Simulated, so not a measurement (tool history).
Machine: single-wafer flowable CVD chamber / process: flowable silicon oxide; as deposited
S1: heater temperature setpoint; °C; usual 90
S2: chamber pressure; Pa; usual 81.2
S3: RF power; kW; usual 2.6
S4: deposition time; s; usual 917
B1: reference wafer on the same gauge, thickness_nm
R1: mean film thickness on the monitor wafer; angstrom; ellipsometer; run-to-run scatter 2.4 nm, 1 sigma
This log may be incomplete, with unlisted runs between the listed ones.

{"run": 1, "hour": 0.0, "S1": 84, "S2": 81.2, "S3": 2.6, "S4": 1057, "B1": 535.038, "R1": 9267.74}
{"run": 2, "hour": 29.1, "S1": 84, "S2": 81.2, "S3": 2.6, "S4": 1057, "B1": 535.414, "R1": 9254.31}
{"hour": 32.2, "done": "gauge calibrated"}
{"run": 3, "hour": 56.7, "S1": 84, "S2": 81.2, "S3": 2.6, "S4": 1057, "B1": 535.434, "R1": 9255.06}
{"run": 4, "hour": 84.7, "S1": 90, "S2": 81.2, "S3": 2.6, "S4": 917, "B1": 535.115, "R1": 6863.27}
{"run": 5, "hour": 113.1, "S1": 90, "S2": 81.2, "S3": 2.6, "S4": 917, "B1": 535.442, "R1": 6885.87}
{"hour": 131.7, "done": "thermocouple changed; heater temperature recalibrated"}
{"run": 6, "hour": 132.1, "S1": 90, "S2": 81.2, "S3": 2.6, "S4": 917, "B1": 535.541, "R1": 5660.07}
{"run": 7, "hour": 153.6, "S1": 90, "S2": 81.2, "S3": 2.6, "S4": 917, "B1": 534.654, "R1": 5659.07}
{"run": 8, "hour": 166.4, "S1": 90, "S2": 76.7, "S3": 2.6, "S4": 917, "B1": 535.486, "R1": 5330.95}
{"hour": 183.1, "done": "capacitance manometer re-zeroed and calibrated"}
{"hour": 194.3, "done": "showerhead replaced, of another model than before"}
{"run": 9, "hour": 197.7, "S1": 90, "S2": 81.2, "S3": 2.6, "S4": 917, "B1": 534.751, "R1": 5719.66}
{"hour": 211.1, "done": "RF generator calibrated"}
{"hour": 217.1, "done": "gauge calibrated"}
{"run": 10, "hour": 226.2, "S1": 94, "S2": 81.2, "S3": 2.86, "S4": 776, "B1": 535.12, "R1": 4377.1}
{"run": 11, "hour": 257.9, "S1": 90, "S2": 101.3, "S3": 2.6, "S4": 917, "B1": 536.171, "R1": 6717.55}
{"run": 12, "hour": 293.9, "S1": 94, "S2": 72.3, "S3": 2.455, "S4": 1051, "B1": 535.285, "R1": 5409.66}
{"run": 13, "hour": 320.8, "S1": 99, "S2": 81.2, "S3": 2.345, "S4": 866, "B1": 535.238, "R1": 4113.92}
{"run": 14, "hour": 343.5, "S1": 80, "S2": 81.2, "S3": 2.6, "S4": 1090, "B1": 534.724, "R1": 9051.96}
{"run": 15, "hour": 368.3, "S1": 90, "S2": 81.2, "S3": 2.6, "S4": 917, "B1": 534.463, "R1": 5841.72}
{"run": 16, "hour": 399.0, "S1": 90, "S2": 81.2, "S3": 2.6, "S4": 917, "B1": 535.22, "R1": 5841.02}

Per-run results on a tool with no hidden state, each run keeping its own random variation:
What the log doesn't record here: wafer temperature above the value expected at the setpoint (K); delivered RF power above the setpoint (%); true pressure above the setpoint (%); gauge reads high (%).
run=1 R1=7776.4
run=2 R1=7762.86
run=3 R1=7761.4
run=4 R1=5744.74
run=5 R1=5761.89
run=6 R1=5760.9
run=7 R1=5735.39
run=8 R1=5389.4
run=9 R1=5748.02
run=10 R1=4375.76
run=11 R1=6683.29
run=12 R1=5345.29
run=13 R1=4048.63
run=14 R1=8887.77
run=15 R1=5721.48
run=16 R1=5697.66
